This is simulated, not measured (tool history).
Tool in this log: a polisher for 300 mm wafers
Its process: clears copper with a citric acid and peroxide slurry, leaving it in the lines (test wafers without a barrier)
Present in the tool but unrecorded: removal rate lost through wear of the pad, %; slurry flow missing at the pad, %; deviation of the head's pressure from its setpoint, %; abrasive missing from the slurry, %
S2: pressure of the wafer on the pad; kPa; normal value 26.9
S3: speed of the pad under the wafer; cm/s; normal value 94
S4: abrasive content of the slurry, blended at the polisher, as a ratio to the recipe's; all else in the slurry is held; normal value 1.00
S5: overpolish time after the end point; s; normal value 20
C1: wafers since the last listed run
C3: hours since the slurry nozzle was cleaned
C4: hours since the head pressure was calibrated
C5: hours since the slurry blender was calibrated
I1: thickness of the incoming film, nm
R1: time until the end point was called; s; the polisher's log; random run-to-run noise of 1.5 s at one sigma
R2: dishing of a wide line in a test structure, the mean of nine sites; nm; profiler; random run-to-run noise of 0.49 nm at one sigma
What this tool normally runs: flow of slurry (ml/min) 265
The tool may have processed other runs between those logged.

{"run": 1, "hour": 0.0, "flow of slurry (ml/min)": 265, "S2": 22.1, "S3": 94, "S4": 1.0, "S5": 20, "C1": 0, "wafers polished on this pad": 605, "C3": 163.6, "C4": 988.9, "C5": 0.4, "I1": 245.9, "R1": 92.8, "R2": 31.7}
{"hour": 75.9, "done": "slurry nozzle cleaned"}
{"run": 2, "hour": 96.9, "flow of slurry (ml/min)": 265, "S2": 22.1, "S3": 94, "S4": 1.0, "S5": 20, "C1": 518, "wafers polished on this pad": 1123, "C3": 21.0, "C4": 1085.8, "C5": 97.3, "I1": 245.6, "R1": 90.0, "R2": 32.1}
{"hour": 117.8, "done": "worn pad replaced by a new one"}
{"run": 3, "hour": 161.6, "flow of slurry (ml/min)": 265, "S2": 22.1, "S3": 94, "S4": 1.0, "S5": 20, "C1": 328, "wafers polished on this pad": 237, "C3": 85.7, "C4": 1150.5, "C5": 162.0, "I1": 245.5, "R1": 91.3, "R2": 31.4}
{"run": 4, "hour": 251.4, "flow of slurry (ml/min)": 240, "S2": 26.9, "S3": 94, "S4": 1.0, "S5": 20, "C1": 485, "wafers polished on this pad": 722, "C3": 175.5, "C4": 1240.3, "C5": 251.8, "I1": 243.1, "R1": 77.0, "R2": 36.3}
{"hour": 325.5, "done": "slurry nozzle cleaned"}
{"run": 5, "hour": 330.4, "flow of slurry (ml/min)": 240, "S2": 26.9, "S3": 94, "S4": 1.0, "S5": 20, "C1": 421, "wafers polished on this pad": 1144, "C3": 4.9, "C4": 1319.3, "C5": 330.8, "I1": 249.0, "R1": 75.9, "R2": 35.4}
{"run": 6, "hour": 389.3, "flow of slurry (ml/min)": 265, "S2": 26.9, "S3": 94, "S4": 1.0, "S5": 20, "C1": 318, "wafers polished on this pad": 1463, "C3": 63.8, "C4": 1378.2, "C5": 389.7, "I1": 248.5, "R1": 77.3, "R2": 36.9}
{"hour": 398.3, "done": "worn pad replaced by a new one"}
{"hour": 416.7, "done": "slurry blender recalibrated"}
{"hour": 552.9, "done": "slurry nozzle cleaned"}
{"hour": 566.8, "done": "head pressure recalibrated"}
{"run": 7, "hour": 624.0, "flow of slurry (ml/min)": 265, "S2": 26.9, "S3": 94, "S4": 1.0, "S5": 20, "C1": 1220, "wafers polished on this pad": 1193, "C3": 71.1, "C4": 57.2, "C5": 207.3, "I1": 240.0, "R1": 82.6, "R2": 34.0}
{"hour": 676.3, "done": "worn pad replaced by a new one"}
{"run": 8, "hour": 716.9, "flow of slurry (ml/min)": 340, "S2": 26.9, "S3": 94, "S4": 1.0, "S5": 20, "C1": 480, "wafers polished on this pad": 219, "C3": 164.0, "C4": 150.1, "C5": 300.2, "I1": 246.3, "R1": 76.6, "R2": 35.4}
{"hour": 770.1, "done": "slurry nozzle cleaned"}
{"run": 9, "hour": 770.6, "flow of slurry (ml/min)": 265, "S2": 30.3, "S3": 94, "S4": 1.15, "S5": 20, "C1": 285, "wafers polished on this pad": 504, "C3": 0.5, "C4": 203.8, "C5": 353.9, "I1": 248.0, "R1": 71.0, "R2": 37.9}
{"run": 10, "hour": 808.8, "flow of slurry (ml/min)": 200, "S2": 35.9, "S3": 94, "S4": 1.0, "S5": 14, "C1": 206, "wafers polished on this pad": 711, "C3": 38.7, "C4": 242.0, "C5": 392.1, "I1": 242.4, "R1": 59.9, "R2": 32.7}
{"run": 11, "hour": 877.5, "flow of slurry (ml/min)": 265, "S2": 33.1, "S3": 72, "S4": 1.0, "S5": 20, "C1": 371, "wafers polished on this pad": 1083, "C3": 107.4, "C4": 310.7, "C5": 460.8, "I1": 249.0, "R1": 84.3, "R2": 34.0}
{"hour": 894.5, "done": "slurry blender recalibrated"}
{"hour": 898.8, "done": "worn pad replaced by a new one"}
{"hour": 981.4, "done": "slurry nozzle cleaned"}
{"run": 12, "hour": 983.9, "flow of slurry (ml/min)": 335, "S2": 33.1, "S3": 126, "S4": 0.75, "S5": 20, "C1": 537, "wafers polished on this pad": 454, "C3": 2.5, "C4": 417.1, "C5": 89.4, "I1": 250.0, "R1": 50.6, "R2": 47.3}
{"run": 13, "hour": 1045.1, "flow of slurry (ml/min)": 265, "S2": 30.3, "S3": 94, "S4": 1.15, "S5": 20, "C1": 331, "wafers polished on this pad": 785, "C3": 63.7, "C4": 478.3, "C5": 150.6, "I1": 246.6, "R1": 68.2, "R2": 39.2}
{"run": 14, "hour": 1114.6, "flow of slurry (ml/min)": 265, "S2": 26.9, "S3": 94, "S4": 0.9, "S5": 20, "C1": 375, "wafers polished on this pad": 1161, "C3": 133.2, "C4": 547.8, "C5": 220.1, "I1": 244.7, "R1": 77.6, "R2": 35.4}
{"hour": 1127.2, "done": "worn pad replaced by a new one"}
{"hour": 1205.7, "done": "slurry nozzle cleaned"}
{"run": 15, "hour": 1222.3, "flow of slurry (ml/min)": 265, "S2": 18.6, "S3": 94, "S4": 1.0, "S5": 20, "C1": 555, "wafers polished on this pad": 509, "C3": 16.6, "C4": 655.5, "C5": 327.8, "I1": 248.6, "R1": 109.7, "R2": 27.5}

Alternative continuations, all from the tool just after run 15; predict every row:
{"run": "A", "hour": 1222.8, "flow of slurry (ml/min)": 265, "S2": 26.9, "S3": 94, "S4": 1.0, "S5": 20, "C1": 2, "wafers polished on this pad": 511, "C3": 17.1, "C4": 656.0, "C5": 328.3, "I1": 246.6, "R1": "?", "R2": "?"}
{"run": "B", "hour": 1222.8, "flow of slurry (ml/min)": 265, "S2": 19.3, "S3": 84, "S4": 1.0, "S5": 20, "C1": 2, "wafers polished on this pad": 511, "C3": 17.1, "C4": 656.0, "C5": 328.3, "I1": 246.6, "R1": "?", "R2": "?"}
{"run": "C", "hour": 1222.8, "flow of slurry (ml/min)": 265, "S2": 26.9, "S3": 114, "S4": 1.0, "S5": 10, "C1": 2, "wafers polished on this pad": 511, "C3": 17.1, "C4": 656.0, "C5": 328.3, "I1": 246.6, "R1": "?", "R2": "?"}
{"run": "D", "hour": 1222.8, "flow of slurry (ml/min)": 335, "S2": 33.1, "S3": 112, "S4": 1.0, "S5": 27, "C1": 2, "wafers polished on this pad": 511, "C3": 17.1, "C4": 656.0, "C5": 328.3, "I1": 246.6, "R1": "?", "R2": "?"}

run=A R1=74.7 R2=35.8
run=B R1=115.3 R2=26.3
run=C R1=61.8 R2=25.1
run=D R1=50.4 R2=51.5
Without the tool's unlogged condition, the same runs would have read:
run=A R1=82.3 R2=33.5
run=B R1=126.9 R2=24.4
run=C R1=68.1 R2=23.2
run=D R1=55.6 R2=49.3
